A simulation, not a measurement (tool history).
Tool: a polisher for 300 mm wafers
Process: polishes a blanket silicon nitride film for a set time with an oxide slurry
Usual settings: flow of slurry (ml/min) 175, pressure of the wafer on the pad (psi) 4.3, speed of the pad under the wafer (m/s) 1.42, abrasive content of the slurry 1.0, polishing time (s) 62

| run | hour | flow of slurry (ml/min) | pressure of the wafer on the pad (psi) | speed of the pad under the wafer (m/s) | abrasive content of the slurry | polishing time (s) | incoming thickness of the incoming film, nm | film removed (nm) |
|---|---|---|---|---|---|---|---|---|
| 1 | 0.0 | 175 | 4.3 | 1.42 | 1.0 | 62 | 546.3 | 56.2 |
|  | 4.9 | slurry blender recalibrated |
| 2 | 38.3 | 175 | 4.3 | 1.70 | 1.0 | 62 | 549.0 | 64.5 |
| 3 | 107.5 | 175 | 4.3 | 1.70 | 1.0 | 62 | 540.7 | 63.5 |
|  | 180.3 | conditioning disc replaced and pad reconditioned |
|  | 198.9 | worn pad replaced by a new one |
| 4 | 207.4 | 175 | 4.3 | 1.70 | 1.0 | 62 | 539.3 | 63.5 |
| 5 | 278.0 | 175 | 4.3 | 1.42 | 1.0 | 62 | 537.5 | 54.9 |
| 6 | 331.5 | 175 | 4.3 | 1.42 | 1.0 | 62 | 540.9 | 55.2 |
|  | 381.4 | head pressure recalibrated |
|  | 402.6 | slurry blender recalibrated |
| 7 | 439.0 | 175 | 4.3 | 1.42 | 1.0 | 62 | 547.4 | 54.6 |
|  | 531.8 | slurry nozzle cleaned |
| 8 | 532.3 | 175 | 4.3 | 1.42 | 1.0 | 62 | 541.7 | 58.2 |
|  | 544.8 | conditioning disc replaced and pad reconditioned |
|  | 577.2 | worn pad replaced by a new one |
| 9 | 608.8 | 175 | 4.3 | 1.42 | 1.0 | 62 | 544.7 | 56.1 |
| 10 | 667.1 | 175 | 4.3 | 1.42 | 1.3 | 50 | 544.1 | 50.8 |
| 11 | 713.4 | 175 | 4.9 | 1.42 | 1.0 | 62 | 543.3 | 63.1 |
| 12 | 802.1 | 175 | 4.3 | 1.42 | 1.0 | 62 | 549.0 | 55.7 |

The next listed run, before its measurement:
| 13 | 856.8 | 140 | 3.3 | 1.08 | 1.0 | 50 | 543.2 | ? |

Run 13 gave film removed (nm) 26.1.
Without the tool's hidden state the same run would have given film removed (nm) 27.6.
